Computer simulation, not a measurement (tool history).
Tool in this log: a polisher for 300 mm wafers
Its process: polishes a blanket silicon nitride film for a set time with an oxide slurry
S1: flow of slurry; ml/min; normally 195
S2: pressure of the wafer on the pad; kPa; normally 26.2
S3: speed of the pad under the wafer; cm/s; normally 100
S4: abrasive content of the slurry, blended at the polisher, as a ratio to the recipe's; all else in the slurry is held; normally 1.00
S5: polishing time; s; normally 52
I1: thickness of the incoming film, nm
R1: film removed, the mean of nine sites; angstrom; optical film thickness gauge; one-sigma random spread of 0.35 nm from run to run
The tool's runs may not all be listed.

| run | day | S1 | S2 | S3 | S4 | S5 | I1 | R1 |
|---|---|---|---|---|---|---|---|---|
| 1 | 0.000 | 195 | 30.3 | 118 | 1.00 | 52 | 567.1 | 446 |
|  | 1.233 | slurry blender recalibrated |
| 2 | 2.375 | 195 | 30.3 | 118 | 1.00 | 52 | 572.0 | 442 |
| 3 | 3.908 | 195 | 26.2 | 100 | 1.15 | 52 | 578.8 | 364 |
|  | 5.821 | worn pad replaced by a new one |
| 4 | 6.371 | 195 | 26.2 | 100 | 1.15 | 52 | 571.4 | 360 |
|  | 7.758 | slurry nozzle cleaned |
| 5 | 9.471 | 195 | 28.3 | 100 | 1.00 | 52 | 575.3 | 392 |
|  | 12.354 | worn pad replaced by a new one |
| 6 | 17.629 | 195 | 28.3 | 100 | 1.00 | 52 | 570.7 | 383 |
|  | 18.588 | worn pad replaced by a new one |
|  | 18.883 | slurry blender recalibrated |
|  | 18.950 | conditioning disc replaced and pad reconditioned |
| 7 | 19.471 | 195 | 28.3 | 100 | 1.00 | 52 | 564.9 | 388 |
| 8 | 20.521 | 195 | 26.2 | 72 | 1.00 | 68 | 579.2 | 384 |
|  | 22.196 | head pressure recalibrated |
| 9 | 23.467 | 230 | 34.5 | 100 | 1.00 | 52 | 564.3 | 462 |
|  | 25.967 | worn pad replaced by a new one |
| 10 | 26.029 | 195 | 30.3 | 136 | 0.75 | 35 | 566.3 | 275 |
|  | 27.312 | slurry nozzle cleaned |
| 11 | 28.838 | 140 | 26.2 | 72 | 1.00 | 52 | 570.0 | 290 |
| 12 | 30.967 | 195 | 26.2 | 100 | 1.00 | 52 | 557.9 | 362 |
|  | 32.279 | worn pad replaced by a new one |
| 13 | 33.692 | 195 | 26.2 | 100 | 1.25 | 52 | 568.9 | 400 |
|  | 36.042 | slurry blender recalibrated |
| 14 | 36.100 | 195 | 26.2 | 100 | 1.00 | 52 | 558.9 | 360 |

What if the next run were any one of these 3? Each begins from the tool's condition after run 14:
| A | 36.117 | 195 | 26.2 | 100 | 1.00 | 52 | 579.4 | ? |
| B | 36.117 | 195 | 29.6 | 100 | 1.00 | 52 | 579.4 | ? |
| C | 36.117 | 195 | 26.2 | 100 | 0.90 | 52 | 579.4 | ? |

| run | R1 |
|---|---|
| A | 353 |
| B | 398 |
| C | 335 |
Stripped of hidden state, with their random variation kept, the same runs would have yielded:
| run | R1 |
|---|---|
| A | 368 |
| B | 415 |
| C | 349 |
